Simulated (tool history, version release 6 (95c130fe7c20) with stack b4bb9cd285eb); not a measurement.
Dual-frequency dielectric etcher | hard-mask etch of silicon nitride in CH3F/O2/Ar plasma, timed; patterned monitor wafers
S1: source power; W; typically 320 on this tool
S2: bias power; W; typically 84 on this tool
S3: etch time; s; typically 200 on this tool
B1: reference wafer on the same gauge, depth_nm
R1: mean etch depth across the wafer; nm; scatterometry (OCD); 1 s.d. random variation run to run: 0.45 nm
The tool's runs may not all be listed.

run	hour	S1	S2	S3	B1	R1
1	0	320	84	200	135.9	143
# hour 14.8: wet clean of the chamber
2	65.5	320	84	200	136	142.1
3	121.2	320	84	200	136	142.2
4	157.1	320	84	200	135.9	143.8
5	211.3	320	98	200	136	150.1
6	248.3	320	79	200	135.9	140.1
7	290.8	320	79	200	136.1	140.4
8	344.3	280	84	200	136	136.5
9	394.2	320	93	200	136	147.3
10	424.9	320	84	153.5	136	109.1
11	460	350	84	200	136	146.6
12	510.8	320	84	200	136	142.9
13	550.8	320	84	200	136	143
14	608.4	320	84	200	136	142.7
# hour 682.9: wet clean of the chamber
# hour 689.6: upper electrode replaced
15	813.2	390	74	235	136	171.5
16	882.5	320	84	200	135.9	142.3
17	909.6	270	75	200	136	131.3
18	936.6	270	84	200	136	136.4
# hour 958.7: bias power generator calibrated
19	1006.5	300	84	220.5	136	154.8
20	1037.7	250	63	200	136	122.3
21	1070.8	360	73	166	136	117.5
# hour 1104.1: source power generator calibrated
22	1104.6	320	84	200	136	142.4
# hour 1126.2: gauge calibrated
23	1147.7	290	67	232.5	135.9	150.4
24	1194.3	320	96	167	135.9	124.7
# hour 1236: wet clean of the chamber
25	1249.9	260	98	200	136	142.3
26	1306.5	320	84	200	136	142.6
27	1338.4	300	84	200	136.1	140.1
28	1409.4	360	93	258	136	195
29	1436.5	390	98	200	135.9	158.7

For each run, what was the tool's unlogged condition?
etch rate over this chamber's usual, %: 0 across all the runs
source power that arrives over what is set, %: 0 across all the runs
bias power that arrives over what is set, %: 0 across all the runs
gauge reads high (%): 0 across all the runs
